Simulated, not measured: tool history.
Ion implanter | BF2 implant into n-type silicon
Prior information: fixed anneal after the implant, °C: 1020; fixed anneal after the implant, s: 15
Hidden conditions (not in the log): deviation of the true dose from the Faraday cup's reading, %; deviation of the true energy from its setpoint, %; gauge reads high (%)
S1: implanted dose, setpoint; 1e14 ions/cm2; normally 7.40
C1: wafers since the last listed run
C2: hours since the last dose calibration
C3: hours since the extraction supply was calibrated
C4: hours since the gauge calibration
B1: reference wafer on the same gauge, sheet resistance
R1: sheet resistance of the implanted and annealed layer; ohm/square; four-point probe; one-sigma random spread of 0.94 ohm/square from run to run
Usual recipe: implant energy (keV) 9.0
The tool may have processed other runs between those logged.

Run 1, hour 0.0: usual settings but S1 6.64 1e14 ions/cm2; C1 0; C2 554.7; C3 3731.1; C4 236.3; B1 236.17. Result: R1 280.57 ohm/square.
Run 2, hour 45.4: usual settings but S1 6.64 1e14 ions/cm2; C1 673; C2 600.1; C3 3776.5; C4 281.7; B1 235.90. Result: R1 278.45 ohm/square.
Run 3, hour 99.9: usual settings but S1 6.64 1e14 ions/cm2; C1 808; C2 654.6; C3 3831.0; C4 336.2; B1 235.90. Result: R1 280.57 ohm/square.
Run 4, hour 129.8: usual settings; C1 443; C2 684.5; C3 3860.9; C4 366.1; B1 235.98. Result: R1 266.42 ohm/square.
Run 5, hour 164.2: usual settings; C1 510; C2 718.9; C3 3895.3; C4 400.5; B1 236.01. Result: R1 265.81 ohm/square.
Run 6, hour 208.1: usual settings; C1 651; C2 762.8; C3 3939.2; C4 444.4; B1 235.83. Result: R1 265.68 ohm/square.
Run 7, hour 276.0: usual settings; C1 1006; C2 830.7; C3 4007.1; C4 512.3; B1 236.00. Result: R1 267.72 ohm/square.
Run 8, hour 302.3: usual settings; C1 390; C2 857.0; C3 4033.4; C4 538.6; B1 236.03. Result: R1 267.63 ohm/square.
Run 9, hour 352.4: usual settings; C1 742; C2 907.1; C3 4083.5; C4 588.7; B1 236.15. Result: R1 269.83 ohm/square.
At hour 413.7: gauge calibrated.
Run 10, hour 418.5: usual settings; C1 980; C2 973.2; C3 4149.6; C4 4.8; B1 235.98. Result: R1 268.20 ohm/square.
Run 11, hour 470.8: usual settings; C1 775; C2 1025.5; C3 4201.9; C4 57.1; B1 235.85. Result: R1 271.26 ohm/square.
At hour 494.7: Faraday cup replaced and dose calibrated.
Run 12, hour 508.8: usual settings but S1 5.75 1e14 ions/cm2; C1 444; C2 14.1; C3 4239.9; C4 95.1; B1 235.96. Result: R1 297.74 ohm/square.
Run 13, hour 562.1: usual settings but S1 5.75 1e14 ions/cm2; C1 790; C2 67.4; C3 4293.2; C4 148.4; B1 236.00. Result: R1 298.27 ohm/square.
Run 14, hour 627.9: usual settings; C1 975; C2 133.2; C3 4359.0; C4 214.2; B1 235.89. Result: R1 264.45 ohm/square.
Run 15, hour 664.2: usual settings but S1 8.31 1e14 ions/cm2, implant energy (keV) 10.0; C1 538; C2 169.5; C3 4395.3; C4 250.5; B1 235.89. Result: R1 241.02 ohm/square.
Run 16, hour 729.5: usual settings but S1 8.04 1e14 ions/cm2, implant energy (keV) 10.5; C1 968; C2 234.8; C3 4460.6; C4 315.8; B1 236.20. Result: R1 242.03 ohm/square.
Run 17, hour 764.7: usual settings but S1 9.12 1e14 ions/cm2, implant energy (keV) 6.5; C1 521; C2 270.0; C3 4495.8; C4 351.0; B1 235.98. Result: R1 262.32 ohm/square.
Run 18, hour 813.0: usual settings; C1 716; C2 318.3; C3 4544.1; C4 399.3; B1 235.84. Result: R1 262.57 ohm/square.

The next listed run, before its measurement:
At hour 861.6: extraction supply calibrated.
Run 19, hour 905.1: usual settings but S1 5.49 1e14 ions/cm2, implant energy (keV) 7.0; C1 1247; C2 410.4; C3 43.5; C4 491.4; B1 ?. Result: R1 ?.

{"run 19": {"B1": 235.92, "R1": 335.47}}
Had the tool carried no hidden state, the very same run would have given R1 334.23 ohm/square.

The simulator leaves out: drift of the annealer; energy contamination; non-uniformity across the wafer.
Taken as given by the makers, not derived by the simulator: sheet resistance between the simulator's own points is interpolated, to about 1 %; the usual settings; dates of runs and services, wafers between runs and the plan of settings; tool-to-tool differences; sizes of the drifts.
